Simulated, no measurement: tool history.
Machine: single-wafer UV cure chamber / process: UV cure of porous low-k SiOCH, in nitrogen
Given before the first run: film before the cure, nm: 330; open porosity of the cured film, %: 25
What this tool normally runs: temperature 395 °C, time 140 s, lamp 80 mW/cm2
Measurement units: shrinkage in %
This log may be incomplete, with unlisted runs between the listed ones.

Run 1, day 0.000: usual settings. Result: shrinkage 9.299 %.
At day 1.167: quartz window cleaned.
Run 2, day 1.183: usual settings. Result: shrinkage 9.438 %.
Run 3, day 2.788: usual settings. Result: shrinkage 9.389 %.
Run 4, day 4.546: usual settings. Result: shrinkage 9.333 %.
Run 5, day 6.129: usual settings. Result: shrinkage 9.388 %.
Run 6, day 7.392: usual settings. Result: shrinkage 9.350 %.
Run 7, day 9.758: usual settings. Result: shrinkage 9.207 %.
Run 8, day 11.446: usual settings. Result: shrinkage 9.349 %.
Run 9, day 13.046: usual settings but temperature 389 °C. Result: shrinkage 9.290 %.
Run 10, day 15.392: usual settings but temperature 389 °C. Result: shrinkage 9.233 %.
Run 11, day 17.125: usual settings but temperature 389 °C. Result: shrinkage 9.327 %.
At day 17.742: quartz window cleaned.
Run 12, day 19.958: usual settings but time 160 s. Result: shrinkage 9.949 %.
Run 13, day 22.525: usual settings but time 160 s. Result: shrinkage 10.112 %.
Run 14, day 24.483: usual settings but time 80 s, lamp 56 mW/cm2. Result: shrinkage 5.164 %.
Run 15, day 26.721: usual settings. Result: shrinkage 9.301 %.
Run 16, day 27.988: usual settings but time 70 s, lamp 107 mW/cm2. Result: shrinkage 7.355 %.
At day 29.675: UV bulbs replaced.
Run 17, day 30.954: usual settings but temperature 406 °C, time 215 s, lamp 99 mW/cm2. Result: shrinkage 13.581 %.
At day 31.958: quartz window cleaned.
Run 18, day 32.917: usual settings but temperature 415 °C, time 95 s, lamp 112 mW/cm2. Result: shrinkage 10.416 %.
Run 19, day 34.175: usual settings. Result: shrinkage 9.931 %.
Run 20, day 36.754: usual settings. Result: shrinkage 9.938 %.
Run 21, day 37.921: usual settings but time 60 s. Result: shrinkage 6.135 %.
Run 22, day 39.750: usual settings but temperature 412 °C. Result: shrinkage 10.370 %.
Run 23, day 41.796: usual settings. Result: shrinkage 9.913 %.
Run 24, day 44.667: usual settings but temperature 377 °C, time 165 s, lamp 115 mW/cm2. Result: shrinkage 12.149 %.
Run 25, day 45.742: usual settings but temperature 415 °C, time 115 s, lamp 118 mW/cm2. Result: shrinkage 11.270 %.
At day 46.379: quartz window cleaned.
Run 26, day 46.804: usual settings but lamp 98 mW/cm2. Result: shrinkage 10.869 %.
Run 27, day 48.454: usual settings. Result: shrinkage 10.005 %.
Run 28, day 53.283: usual settings but temperature 405 °C, time 175 s. Result: shrinkage 10.972 %.
Run 29, day 54.400: usual settings. Result: shrinkage 9.740 %.
Run 30, day 56.238: usual settings but temperature 388 °C, time 205 s, lamp 47 mW/cm2. Result: shrinkage 8.752 %.

Consider 3 possible next runs. They are alternatives, not a sequence: every one starts from the tool as it was left by run 30. What does each give?
Run A, day 56.258: usual settings but temperature 414 °C. Result: shrinkage ?.
Run B, day 56.258: usual settings but time 70 s. Result: shrinkage ?.
Run C, day 56.258: usual settings but time 200 s, lamp 93 mW/cm2. Result: shrinkage ?.

run  shrinkage
  A     10.150
  B      6.528
  C     12.367
With the hidden condition removed and each run's random variation left untouched, the same runs would have given:
run  shrinkage
  A     10.793
  B      7.096
  C     13.037

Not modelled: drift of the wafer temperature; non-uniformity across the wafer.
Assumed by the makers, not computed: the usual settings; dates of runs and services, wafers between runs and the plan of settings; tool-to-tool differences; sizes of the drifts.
